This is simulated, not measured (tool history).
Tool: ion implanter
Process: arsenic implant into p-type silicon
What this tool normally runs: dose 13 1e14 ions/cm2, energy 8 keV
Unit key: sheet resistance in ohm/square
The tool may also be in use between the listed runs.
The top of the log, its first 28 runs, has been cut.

run,hour,dose,energy,"read-back reference wafer on the same gauge, sheet resistance",sheet resistance
29,654.1,10.92,6,133.87,175.66
# hour 683.4: gauge calibrated
30,686.4,15.69,6.5,134.02,157.19
31,721.8,15.21,9,133.99,150.6
32,755.7,14.56,8,134.03,155.36
33,781.5,13,9,134.12,157.12
34,809.1,13,8,133.99,160.55
35,828.8,16.84,6.5,134.07,154.84
36,933.4,10.06,6.5,134,178.87

5 ways to go on from here, each from the tool as it stands after run 36. What would each give?
A,933.8,13,8,?,?
B,933.8,15.46,8,?,?
C,933.8,15.34,6,?,?
D,933.8,11.07,10.5,?,?
E,933.8,16.44,9,?,?

run,"read-back reference wafer on the same gauge, sheet resistance",sheet resistance
A,134.03,160.48
B,134.03,153.54
C,134.03,160.56
D,134.03,161.48
E,134.03,148.6
Stripped of hidden state, with their random variation kept, the same runs would have yielded:
run,sheet resistance
A,160.47
B,153.54
C,160.55
D,161.47
E,148.59
